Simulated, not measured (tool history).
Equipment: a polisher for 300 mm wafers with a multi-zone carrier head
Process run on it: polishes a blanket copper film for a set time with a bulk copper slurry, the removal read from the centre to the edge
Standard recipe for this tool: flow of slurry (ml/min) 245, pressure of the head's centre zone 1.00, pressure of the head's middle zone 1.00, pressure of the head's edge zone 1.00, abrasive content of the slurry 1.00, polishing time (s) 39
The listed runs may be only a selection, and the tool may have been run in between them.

run    hour  flow of slurry (ml/min)  pressure of the head's centre zone  pressure of the head's middle zone  pressure of the head's edge zone  abrasive content of the slurry  polishing time (s)  incoming thickness of the incoming film, nm  film removed at the wafer's centre (Å)  film removed at mid-radius (Å)  film removed at the wafer's edge (Å)
  1     0.0                      245                                1.08                                1.00                              0.95                            1.00                  39                                       2271.1                                    3609                            3604                                  3634
  2    59.1                      280                                1.00                                0.96                              0.94                            0.80                  39                                       2247.7                                    3095                            3335                                  3361
  3    97.4                      245                                0.89                                0.90                              1.06                            1.15                  39                                       2252.2                                    3001                            3481                                  3993
  4   200.7                      285                                1.07                                0.94                              0.90                            1.00                  39                                       2249.7                                    3951                            3478                                  3529
  5   244.1                      190                                1.00                                0.89                              0.93                            1.20                  39                                       2246.1                                    3607                            3313                                  3654
  6   282.6                      200                                1.00                                1.00                              1.00                            1.00                  39                                       2220.0                                    3413                            3439                                  3502
  7   386.7                      245                                1.10                                1.00                              1.00                            1.00                  49                                       2252.8                                    4748                            4399                                  4515
  8   434.5                      245                                1.00                                0.90                              1.06                            1.00                  39                                       2223.6                                    3540                            3401                                  3815
  9   515.3                      245                                0.95                                1.00                              1.00                            0.85                  29                                       2252.1                                    2329                            2576                                  2614
 10   606.9                      245                                1.00                                1.00                              0.90                            1.00                  39                                       2227.5                                    3418                            3590                                  3511
 11   681.1                      245                                1.00                                1.00                              1.03                            1.00                  39                                       2262.4                                    3367                            3576                                  3761
 12   784.8                      245                                1.00                                1.00                              1.00                            0.75                  39                                       2230.6                                    2984                            3290                                  3334
 13   839.4                      315                                0.90                                1.09                              1.00                            1.00                  39                                       2225.7                                    3052                            3880                                  3636
 14   891.4                      245                                1.00                                1.00                              1.00                            1.00                  39                                       2243.9                                    3661                            3537                                  3620
 15   982.8                      245                                1.00                                1.00                              0.94                            1.00                  39                                       2232.5                                    3543                            3489                                  3501
 16  1075.7                      245                                1.00                                0.88                              0.89                            1.25                  32                                       2207.7                                    3005                            2761                                  2940
 17  1135.2                      245                                1.00                                0.92                              1.00                            0.75                  39                                       2242.7                                    3050                            2864                                  3164
 18  1231.1                      245                                1.05                                0.88                              0.97                            1.00                  47                                       2258.2                                    4486                            3978                                  4464
 19  1305.5                      245                                1.00                                1.00                              0.94                            1.00                  39                                       2226.9                                    3539                            3617                                  3580
 20  1402.5                      245                                1.00                                1.00                              1.00                            1.00                  39                                       2266.3                                    3478                            3626                                  3740
 21  1450.4                      310                                1.00                                1.06                              1.11                            1.10                  39                                       2204.7                                    3626                            3979                                  4144

Between the runs listed above, the log contained 9 entries, not reproduced here. Where in the sequence does each belong, and how does what the log doesn't record of the tool's condition differ from the listed run before to the listed run after?
Logged between run 3 and run 4: centre zone pressure recalibrated (hour 105.0)
  removal rate lost through wear of the pad, %: 1.32 -> 2.23; deviation of the centre zone's pressure from its setpoint, %: -11.3 -> -1.67
  measured result minus the result with no hidden state, film removed at the wafer's centre (Å): -437 -> -159; film removed at mid-radius (Å): -45 -> -79; film removed at the wafer's edge (Å): -53 -> -81
Logged between run 7 and run 8: worn pad replaced by a new one (hour 391.3)
  removal rate lost through wear of the pad, %: 4.48 -> 0.263; deviation of the centre zone's pressure from its setpoint, %: -4.08 -> -4.7
  measured result minus the result with no hidden state, film removed at the wafer's centre (Å): -434 -> -185; film removed at mid-radius (Å): -205 -> -8; film removed at the wafer's edge (Å): -212 -> -10
Logged between run 9 and run 10: slurry nozzle cleaned (hour 532.6); edge zone pressure recalibrated (hour 590.9)
  removal rate lost through wear of the pad, %: 0.42 -> 0.781; deviation of the centre zone's pressure from its setpoint, %: -5.74 -> -6.93
  measured result minus the result with no hidden state, film removed at the wafer's centre (Å): -154 -> -286; film removed at mid-radius (Å): -10 -> -27; film removed at the wafer's edge (Å): -11 -> -28
Logged between run 10 and run 11: carrier head's membrane replaced by a new one (hour 641.5)
  removal rate lost through wear of the pad, %: 0.781 -> 1.22; deviation of the centre zone's pressure from its setpoint, %: -6.93 -> -7.89
  measured result minus the result with no hidden state, film removed at the wafer's centre (Å): -286 -> -336; film removed at mid-radius (Å): -27 -> -43; film removed at the wafer's edge (Å): -28 -> -46
Logged between run 13 and run 14: centre zone pressure recalibrated (hour 883.4)
  removal rate lost through wear of the pad, %: 2.57 -> 3.14; deviation of the centre zone's pressure from its setpoint, %: -9.94 -> 0.777
  measured result minus the result with no hidden state, film removed at the wafer's centre (Å): -433 -> -89; film removed at mid-radius (Å): -100 -> -114; film removed at the wafer's edge (Å): -96 -> -117
Logged between run 17 and run 18: worn pad replaced by a new one (hour 1197.4)
  removal rate lost through wear of the pad, %: 6.66 -> 0.332; deviation of the centre zone's pressure from its setpoint, %: -2.38 -> -3.62
  measured result minus the result with no hidden state, film removed at the wafer's centre (Å): -298 -> -185; film removed at mid-radius (Å): -204 -> -13; film removed at the wafer's edge (Å): -226 -> -15
Logged between run 18 and run 19: slurry nozzle cleaned (hour 1238.9)
  removal rate lost through wear of the pad, %: 0.332 -> 0.455; deviation of the centre zone's pressure from its setpoint, %: -3.62 -> -4.59
  measured result minus the result with no hidden state, film removed at the wafer's centre (Å): -185 -> -188; film removed at mid-radius (Å): -13 -> -16; film removed at the wafer's edge (Å): -15 -> -16
Logged between run 19 and run 20: carrier head's membrane replaced by a new one (hour 1379.8)
  removal rate lost through wear of the pad, %: 0.455 -> 0.807; deviation of the centre zone's pressure from its setpoint, %: -4.59 -> -5.84
  measured result minus the result with no hidden state, film removed at the wafer's centre (Å): -188 -> -248; film removed at mid-radius (Å): -16 -> -28; film removed at the wafer's edge (Å): -16 -> -30
